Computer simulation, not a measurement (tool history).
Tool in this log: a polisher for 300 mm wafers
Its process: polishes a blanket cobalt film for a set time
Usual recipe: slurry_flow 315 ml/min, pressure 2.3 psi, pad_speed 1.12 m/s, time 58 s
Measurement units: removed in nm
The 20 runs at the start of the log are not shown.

run    hour  slurry_flow  pressure  pad_speed  time  incoming thickness of the incoming film, nm  removed
 21  1194.6          270       1.8       1.02    70                                       1070.4    292.9
 22  1247.9          235       1.7       0.90    43                                       1082.3    146.3
 23  1318.6          220       2.3       1.12    58                                       1082.6    322.2
 24  1357.3          220       2.3       1.12    58                                       1091.4    329.6
     1387.0  -- worn pad replaced by a new one
 25  1387.6          315       2.3       1.12    58                                       1094.9    338.2
 26  1447.9          345       2.3       0.78    58                                       1076.0    251.4
     1483.9  -- head pressure recalibrated
 27  1519.2          315       2.3       1.12    58                                       1088.6    341.1
 28  1543.3          315       2.5       1.12    58                                       1076.1    366.4
 29  1587.5          315       2.3       1.12    58                                       1086.5    333.4
 30  1631.7          315       2.3       1.50    44                                       1084.4    324.9
 31  1690.5          315       3.1       0.96    43                                       1067.0    301.7
 32  1736.0          315       2.3       1.12    75                                       1059.2    435.9
     1774.6  -- worn pad replaced by a new one
     1801.1  -- slurry nozzle cleaned
 33  1803.1          315       2.3       1.32    58                                       1080.3    393.1
 34  1843.3          315       1.7       0.74    58                                       1072.2    178.6
     1884.7  -- head pressure recalibrated
 35  1886.6          315       2.3       1.12    58                                       1089.7    336.7
 36  1930.9          420       1.9       0.78    58                                       1059.2    213.8
 37  1992.3          315       2.3       1.12    58                                       1080.3    339.6

Below are 4 alternative next runs, each starting from the tool's condition after run 37. Predict each:
  A  1992.7          315       2.3       0.88    58                                       1082.3        ?
  B  1992.7          315       2.3       1.52    49                                       1082.3        ?
  C  1992.7          390       2.3       1.12    44                                       1082.3        ?
  D  1992.7          240       2.0       1.12    58                                       1082.3        ?

run  removed
  A    268.1
  B    360.9
  C    253.1
  D    276.5
Without the tool's unlogged condition, the same runs would have read:
run  removed
  A    268.1
  B    360.9
  C    253.1
  D    276.5
